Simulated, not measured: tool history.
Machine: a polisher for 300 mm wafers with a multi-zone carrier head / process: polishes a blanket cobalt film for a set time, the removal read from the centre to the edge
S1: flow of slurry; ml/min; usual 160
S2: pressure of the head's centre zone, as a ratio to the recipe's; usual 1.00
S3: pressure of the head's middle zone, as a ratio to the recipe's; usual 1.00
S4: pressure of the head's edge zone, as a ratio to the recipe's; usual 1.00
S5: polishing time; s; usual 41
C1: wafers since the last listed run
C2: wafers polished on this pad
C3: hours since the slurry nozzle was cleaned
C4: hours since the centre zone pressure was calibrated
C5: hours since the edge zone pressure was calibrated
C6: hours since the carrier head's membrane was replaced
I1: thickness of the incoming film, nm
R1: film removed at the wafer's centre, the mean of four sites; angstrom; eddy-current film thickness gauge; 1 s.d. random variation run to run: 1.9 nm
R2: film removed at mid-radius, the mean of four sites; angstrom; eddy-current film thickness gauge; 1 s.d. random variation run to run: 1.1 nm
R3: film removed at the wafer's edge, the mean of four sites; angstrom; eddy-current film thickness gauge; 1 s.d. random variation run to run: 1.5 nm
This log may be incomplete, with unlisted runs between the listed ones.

{"run": 1, "hour": 0.0, "S1": 160, "S2": 1.0, "S3": 1.0, "S4": 1.0, "S5": 41, "C1": 0, "C2": 74, "C3": 315.6, "C4": 441.8, "C5": 15.7, "C6": 257.9, "I1": 1075.3, "R1": 1630, "R2": 1665, "R3": 1607}
{"run": 2, "hour": 58.4, "S1": 110, "S2": 0.96, "S3": 1.06, "S4": 0.96, "S5": 41, "C1": 702, "C2": 776, "C3": 374.0, "C4": 500.2, "C5": 74.1, "C6": 316.3, "I1": 1100.7, "R1": 1367, "R2": 1522, "R3": 1449}
{"run": 3, "hour": 89.1, "S1": 160, "S2": 1.0, "S3": 1.04, "S4": 1.0, "S5": 41, "C1": 369, "C2": 1145, "C3": 404.7, "C4": 530.9, "C5": 104.8, "C6": 347.0, "I1": 1100.3, "R1": 1609, "R2": 1638, "R3": 1559}
{"hour": 150.8, "done": "slurry nozzle cleaned"}
{"run": 4, "hour": 154.9, "S1": 160, "S2": 1.0, "S3": 1.0, "S4": 1.0, "S5": 53, "C1": 779, "C2": 1924, "C3": 4.1, "C4": 596.7, "C5": 170.6, "C6": 412.8, "I1": 1069.6, "R1": 1975, "R2": 2018, "R3": 2004}
{"run": 5, "hour": 219.7, "S1": 160, "S2": 1.0, "S3": 1.0, "S4": 1.0, "S5": 41, "C1": 779, "C2": 2703, "C3": 68.9, "C4": 661.5, "C5": 235.4, "C6": 477.6, "I1": 1093.8, "R1": 1559, "R2": 1543, "R3": 1501}
{"hour": 254.8, "done": "carrier head's membrane replaced by a new one"}
{"run": 6, "hour": 286.1, "S1": 145, "S2": 1.0, "S3": 1.06, "S4": 1.0, "S5": 41, "C1": 738, "C2": 3442, "C3": 135.3, "C4": 727.9, "C5": 301.8, "C6": 31.3, "I1": 1060.8, "R1": 1514, "R2": 1577, "R3": 1472}
{"run": 7, "hour": 331.9, "S1": 160, "S2": 1.0, "S3": 1.0, "S4": 1.0, "S5": 41, "C1": 550, "C2": 3992, "C3": 181.1, "C4": 773.7, "C5": 347.6, "C6": 77.1, "I1": 1067.1, "R1": 1503, "R2": 1539, "R3": 1504}
{"hour": 376.9, "done": "worn pad replaced by a new one"}
{"run": 8, "hour": 377.4, "S1": 160, "S2": 1.0, "S3": 1.04, "S4": 1.0, "S5": 30, "C1": 498, "C2": 6, "C3": 226.6, "C4": 819.2, "C5": 393.1, "C6": 122.6, "I1": 1073.6, "R1": 1216, "R2": 1253, "R3": 1188}
{"run": 9, "hour": 442.0, "S1": 160, "S2": 1.0, "S3": 1.0, "S4": 1.0, "S5": 41, "C1": 776, "C2": 783, "C3": 291.2, "C4": 883.8, "C5": 457.7, "C6": 187.2, "I1": 1089.5, "R1": 1602, "R2": 1621, "R3": 1580}
{"run": 10, "hour": 485.0, "S1": 160, "S2": 1.1, "S3": 0.92, "S4": 1.0, "S5": 41, "C1": 517, "C2": 1300, "C3": 334.2, "C4": 926.8, "C5": 500.7, "C6": 230.2, "I1": 1078.8, "R1": 1736, "R2": 1521, "R3": 1563}
{"run": 11, "hour": 533.6, "S1": 160, "S2": 0.89, "S3": 0.9, "S4": 0.9, "S5": 35, "C1": 584, "C2": 1884, "C3": 382.8, "C4": 975.4, "C5": 549.3, "C6": 278.8, "I1": 1074.2, "R1": 1191, "R2": 1272, "R3": 1274}
{"hour": 585.6, "done": "slurry nozzle cleaned"}
{"run": 12, "hour": 599.7, "S1": 160, "S2": 1.0, "S3": 1.0, "S4": 1.0, "S5": 41, "C1": 782, "C2": 2667, "C3": 14.1, "C4": 1041.5, "C5": 615.4, "C6": 344.9, "I1": 1090.1, "R1": 1580, "R2": 1547, "R3": 1509}
{"hour": 613.7, "done": "edge zone pressure recalibrated"}
{"run": 13, "hour": 661.9, "S1": 160, "S2": 1.0, "S3": 1.04, "S4": 1.12, "S5": 41, "C1": 723, "C2": 3390, "C3": 76.3, "C4": 1103.7, "C5": 48.2, "C6": 407.1, "I1": 1057.9, "R1": 1535, "R2": 1591, "R3": 1563}
{"hour": 698.4, "done": "centre zone pressure recalibrated"}
{"run": 14, "hour": 711.3, "S1": 160, "S2": 0.96, "S3": 1.11, "S4": 1.0, "S5": 41, "C1": 569, "C2": 3960, "C3": 125.7, "C4": 12.9, "C5": 97.6, "C6": 456.5, "I1": 1094.0, "R1": 1491, "R2": 1644, "R3": 1463}
{"hour": 779.4, "done": "carrier head's membrane replaced by a new one"}
{"run": 15, "hour": 820.7, "S1": 200, "S2": 0.9, "S3": 1.0, "S4": 1.09, "S5": 45, "C1": 1255, "C2": 5216, "C3": 235.1, "C4": 122.3, "C5": 207.0, "C6": 41.3, "I1": 1076.8, "R1": 1584, "R2": 1758, "R3": 1742}
{"hour": 844.0, "done": "worn pad replaced by a new one"}
{"hour": 960.3, "done": "slurry nozzle cleaned"}
{"run": 16, "hour": 971.1, "S1": 115, "S2": 1.0, "S3": 0.92, "S4": 1.0, "S5": 34, "C1": 1748, "C2": 1516, "C3": 10.8, "C4": 272.7, "C5": 357.4, "C6": 191.7, "I1": 1078.2, "R1": 1166, "R2": 1142, "R3": 1233}
{"run": 17, "hour": 1007.0, "S1": 160, "S2": 0.89, "S3": 0.96, "S4": 0.93, "S5": 37, "C1": 431, "C2": 1948, "C3": 46.7, "C4": 308.6, "C5": 393.3, "C6": 227.6, "I1": 1075.7, "R1": 1246, "R2": 1389, "R3": 1350}
{"run": 18, "hour": 1042.5, "S1": 160, "S2": 1.0, "S3": 1.0, "S4": 1.0, "S5": 41, "C1": 426, "C2": 2374, "C3": 82.2, "C4": 344.1, "C5": 428.8, "C6": 263.1, "I1": 1084.5, "R1": 1538, "R2": 1568, "R3": 1555}

Run 19 has not been measured yet. What should we expect?
{"run": 19, "hour": 1081.8, "S1": 190, "S2": 1.07, "S3": 1.07, "S4": 1.09, "S5": 41, "C1": 472, "C2": 2847, "C3": 121.5, "C4": 383.4, "C5": 468.1, "C6": 302.4, "I1": 1082.5, "R1": "?", "R2": "?", "R3": "?"}

Run 19 came out at R1 1743 angstrom, R2 1686 angstrom, R3 1598 angstrom.
Were there no unlogged condition in the tool, this run, its random variation unchanged, would have produced R1 1879 angstrom, R2 1817 angstrom, R3 1722 angstrom.

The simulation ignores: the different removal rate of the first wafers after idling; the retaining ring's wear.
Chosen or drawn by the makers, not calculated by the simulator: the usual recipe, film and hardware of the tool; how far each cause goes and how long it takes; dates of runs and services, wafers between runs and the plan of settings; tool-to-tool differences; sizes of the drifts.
